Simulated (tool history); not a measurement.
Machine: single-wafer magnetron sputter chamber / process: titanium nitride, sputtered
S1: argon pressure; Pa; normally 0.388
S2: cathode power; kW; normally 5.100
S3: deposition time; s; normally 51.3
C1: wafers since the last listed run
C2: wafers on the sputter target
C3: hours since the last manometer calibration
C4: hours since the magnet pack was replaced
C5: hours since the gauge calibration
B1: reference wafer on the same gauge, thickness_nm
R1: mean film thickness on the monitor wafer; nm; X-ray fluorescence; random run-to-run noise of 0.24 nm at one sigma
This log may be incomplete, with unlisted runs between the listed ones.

| run | hour | S1 | S2 | S3 | C1 | C2 | C3 | C4 | C5 | B1 | R1 |
|---|---|---|---|---|---|---|---|---|---|---|---|
| 1 | 0.0 | 0.284 | 5.100 | 51.3 | 0 | 2764 | 1216.0 | 9347.5 | 253.1 | 48.525 | 49.777 |
| 2 | 10.0 | 0.284 | 5.100 | 51.3 | 292 | 3057 | 1226.0 | 9357.5 | 263.1 | 48.611 | 49.737 |
| 3 | 20.4 | 0.284 | 5.100 | 51.3 | 304 | 3362 | 1236.4 | 9367.9 | 273.5 | 48.496 | 49.826 |
| 4 | 29.6 | 0.320 | 5.100 | 51.3 | 269 | 3631 | 1245.6 | 9377.1 | 282.7 | 48.471 | 49.081 |
| 5 | 46.8 | 0.320 | 5.100 | 51.3 | 503 | 4135 | 1262.8 | 9394.3 | 299.9 | 48.420 | 49.254 |
| 6 | 59.0 | 0.320 | 5.100 | 51.3 | 357 | 4493 | 1275.0 | 9406.5 | 312.1 | 48.505 | 49.328 |
| 7 | 67.1 | 0.388 | 5.100 | 51.3 | 237 | 4730 | 1283.1 | 9414.6 | 320.2 | 48.492 | 47.744 |
|  | 75.3 | sputter target and shields replaced |
| 8 | 78.0 | 0.388 | 5.100 | 51.3 | 84 | 78 | 1294.0 | 9425.5 | 331.1 | 48.566 | 50.088 |
| 9 | 87.8 | 0.388 | 5.100 | 51.3 | 287 | 365 | 1303.8 | 9435.3 | 340.9 | 48.628 | 49.931 |
| 10 | 103.5 | 0.388 | 5.100 | 51.3 | 459 | 825 | 1319.5 | 9451.0 | 356.6 | 48.482 | 49.188 |
| 11 | 113.9 | 0.388 | 5.100 | 51.3 | 304 | 1129 | 1329.9 | 9461.4 | 367.0 | 48.557 | 48.618 |
|  | 122.7 | gauge calibrated |
| 12 | 128.0 | 0.388 | 5.100 | 51.3 | 413 | 1542 | 1344.0 | 9475.5 | 5.3 | 48.497 | 48.808 |
| 13 | 143.3 | 0.388 | 5.100 | 51.3 | 448 | 1991 | 1359.3 | 9490.8 | 20.6 | 48.572 | 48.617 |
|  | 157.8 | magnet pack replaced, of another model than before |
| 14 | 161.9 | 0.388 | 5.100 | 51.3 | 310 | 2301 | 1377.9 | 4.1 | 39.2 | 48.448 | 48.145 |
| 15 | 172.7 | 0.328 | 5.100 | 51.3 | 316 | 2617 | 1388.7 | 14.9 | 50.0 | 48.581 | 49.099 |
| 16 | 186.3 | 0.510 | 5.100 | 47.2 | 398 | 3016 | 1402.3 | 28.5 | 63.6 | 48.437 | 42.314 |
| 17 | 199.1 | 0.388 | 5.100 | 51.3 | 374 | 3391 | 1415.1 | 41.3 | 76.4 | 48.510 | 47.831 |
|  | 212.9 | sputter target and shields replaced |
| 18 | 213.4 | 0.388 | 5.100 | 51.3 | 184 | 16 | 1429.4 | 55.6 | 90.7 | 48.555 | 50.934 |
| 19 | 217.9 | 0.238 | 4.300 | 42.3 | 131 | 147 | 1433.9 | 60.1 | 95.2 | 48.505 | 37.069 |
| 20 | 230.1 | 0.388 | 5.100 | 51.3 | 357 | 505 | 1446.1 | 72.3 | 107.4 | 48.487 | 49.824 |
| 21 | 245.8 | 0.543 | 4.250 | 58.7 | 459 | 965 | 1461.8 | 88.0 | 123.1 | 48.533 | 45.440 |
|  | 255.4 | capacitance manometer re-zeroed and calibrated |
| 22 | 258.7 | 0.271 | 5.500 | 59.0 | 143 | 1108 | 3.3 | 100.9 | 136.0 | 48.448 | 62.997 |
| 23 | 267.8 | 0.388 | 5.100 | 60.4 | 266 | 1375 | 12.4 | 110.0 | 145.1 | 48.501 | 57.655 |
| 24 | 281.6 | 0.310 | 5.450 | 56.5 | 404 | 1779 | 26.2 | 123.8 | 158.9 | 48.554 | 58.127 |
| 25 | 299.0 | 0.459 | 4.500 | 54.8 | 509 | 2289 | 43.6 | 141.2 | 176.3 | 48.466 | 45.263 |
| 26 | 309.2 | 0.388 | 4.100 | 59.6 | 298 | 2587 | 53.8 | 151.4 | 186.5 | 48.511 | 45.746 |
| 27 | 327.0 | 0.388 | 5.100 | 51.3 | 521 | 3109 | 71.6 | 169.2 | 204.3 | 48.554 | 48.638 |
| 28 | 333.2 | 0.507 | 5.100 | 51.3 | 181 | 3291 | 77.8 | 175.4 | 210.5 | 48.566 | 46.523 |
|  | 356.9 | sputter target and shields replaced |
| 29 | 360.5 | 0.388 | 5.100 | 51.3 | 565 | 106 | 105.1 | 202.7 | 237.8 | 48.564 | 50.001 |
| 30 | 376.6 | 0.329 | 6.300 | 51.3 | 471 | 577 | 121.2 | 218.8 | 253.9 | 48.481 | 61.214 |
| 31 | 384.9 | 0.320 | 5.100 | 51.3 | 243 | 821 | 129.5 | 227.1 | 262.2 | 48.448 | 50.239 |

Forecast each of these 5 alternatives for the next run:
| A | 385.3 | 0.388 | 5.100 | 51.3 | 11 | 832 | 129.9 | 227.5 | 262.6 | ? | ? |
| B | 385.3 | 0.523 | 4.150 | 56.9 | 11 | 832 | 129.9 | 227.5 | 262.6 | ? | ? |
| C | 385.3 | 0.323 | 5.950 | 58.8 | 11 | 832 | 129.9 | 227.5 | 262.6 | ? | ? |
| D | 385.3 | 0.388 | 5.850 | 58.6 | 11 | 832 | 129.9 | 227.5 | 262.6 | ? | ? |
| E | 385.3 | 0.488 | 5.100 | 51.3 | 11 | 832 | 129.9 | 227.5 | 262.6 | ? | ? |

| run | B1 | R1 |
|---|---|---|
| A | 48.550 | 48.653 |
| B | 48.550 | 42.706 |
| C | 48.550 | 65.807 |
| D | 48.550 | 63.211 |
| E | 48.550 | 47.131 |
With no hidden state in the tool, these same runs would have given:
| run | R1 |
|---|---|
| A | 50.387 |
| B | 44.228 |
| C | 68.152 |
| D | 65.463 |
| E | 48.810 |
